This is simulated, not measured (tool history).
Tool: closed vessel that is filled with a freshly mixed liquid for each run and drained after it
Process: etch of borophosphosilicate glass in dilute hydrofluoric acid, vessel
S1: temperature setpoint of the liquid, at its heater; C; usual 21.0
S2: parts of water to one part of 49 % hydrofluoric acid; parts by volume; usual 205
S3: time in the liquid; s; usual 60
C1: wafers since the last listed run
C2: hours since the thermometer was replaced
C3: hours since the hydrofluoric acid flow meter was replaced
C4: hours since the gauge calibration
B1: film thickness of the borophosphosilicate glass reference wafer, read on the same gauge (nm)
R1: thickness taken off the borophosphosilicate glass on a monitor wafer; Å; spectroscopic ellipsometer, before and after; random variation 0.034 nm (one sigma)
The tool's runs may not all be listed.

run   hour    S1   S2  S3    C1      C2     C3     C4      B1     R1
  1    0.0  21.0  135  70     0  1298.3  756.2   72.6  109.25  147.6
  2   31.5  21.0  135  70  2955  1329.8  787.7  104.1  109.10  145.4
  3   57.6  21.0  235  60  2448  1355.9  813.8  130.2  108.95   65.1
  4   90.1  21.0  270  60  3048  1388.4  846.3  162.7  108.83   54.8
  5  124.8  23.0  205  60  3255  1423.1  881.0  197.4  108.70   82.1
  6  140.7  23.0  205  60  1491  1439.0  896.9  213.3  108.62   82.7
  7  168.1  17.0  235  60  2570  1466.4  924.3  240.7  108.51   55.4
  8  188.7  21.0  155  60  1932  1487.0  944.9  261.3  108.43  105.6
     220.1  -- hydrofluoric acid flow meter replaced
  9  221.3  21.0  205  60  2964  1519.6    1.2  293.9  108.36   75.9
 10  235.7  17.0  165  85  1350  1534.0   15.6  308.3  108.30  118.2
 11  261.6  21.0  205  60  2429  1559.9   41.5  334.2  108.22   75.8
 12  285.6  21.0  205  60  2251  1583.9   65.5  358.2  108.15   76.3
 13  313.7  17.0  235  60  2636  1612.0   93.6  386.3  108.10   55.2
 14  339.4  23.5  255  35  2410  1637.7  119.3  412.0  108.02   37.5
 15  358.2  23.0  160  60  1763  1656.5  138.1  430.8  108.00  109.5
     370.4  -- thermometer replaced
 16  379.6  23.0  285  50  1913     9.2  159.5  452.2  107.94   44.9
 17  393.2  24.0  205  75  1275    22.8  173.1  465.8  107.90  106.2
 18  418.0  21.0  205  60  2326    47.6  197.9  490.6  107.85   75.7
 19  442.6  24.0  120  85  2307    72.2  222.5  515.2  107.81  227.0
 20  466.8  23.5  205  80  2270    96.4  246.7  539.4  107.75  111.2
 21  497.6  21.0  205  60  2889   127.2  277.5  570.2  107.69   76.0
 22  522.8  26.0  230  60  2364   152.4  302.7  595.4  107.64   78.7
 23  553.7  26.0  275  80  2898   183.3  333.6  626.3  107.63   83.6
 24  568.4  22.5  305  60  1379   198.0  348.3  641.0  107.62   48.9
 25  583.8  21.0  205  60  1444   213.4  363.7  656.4  107.58   75.3
 26  606.1  23.5  175  60  2091   235.7  386.0  678.7  107.57  100.2
 27  634.8  25.5  280  50  2692   264.4  414.7  707.4  107.51   50.6
 28  661.7  21.0  205  60  2523   291.3  441.6  734.3  107.49   75.9
 29  680.8  21.0  205  60  1791   310.4  460.7  753.4  107.44   75.7
 30  710.5  21.0  230  70  2786   340.1  490.4  783.1  107.43   76.8
 31  732.1  17.0  115  30  2026   361.7  512.0  804.7  107.37   62.4

Some steps in R1 between neighbouring runs. How much of each would the tool show without its hidden state too (settings, what came in, random variation), and how much is left for the hidden state, with any gauge scatter that isn't in both results?
The hidden state here: liquid colder than its thermometer reads (K); hydrofluoric acid flow above the setpoint (%); gauge reads high (%).
Run 2 -> 3: S2 135 -> 235, S3 70 -> 60. R1 -80.3 Å: hidden state +0.6, all else -80.9.
Run 14 -> 15: S1 23.5 -> 23.0, S2 255 -> 160, S3 35 -> 60. R1 +72.0 Å: hidden state -1.4, all else +73.4.
Run 18 -> 19: S1 21.0 -> 24.0, S2 205 -> 120, S3 60 -> 85. R1 +151.3 Å: hidden state -3.1, all else +154.4.
Run 19 -> 20: S1 24.0 -> 23.5, S2 120 -> 205, S3 85 -> 80. R1 -115.8 Å: hidden state +2.2, all else -118.0.
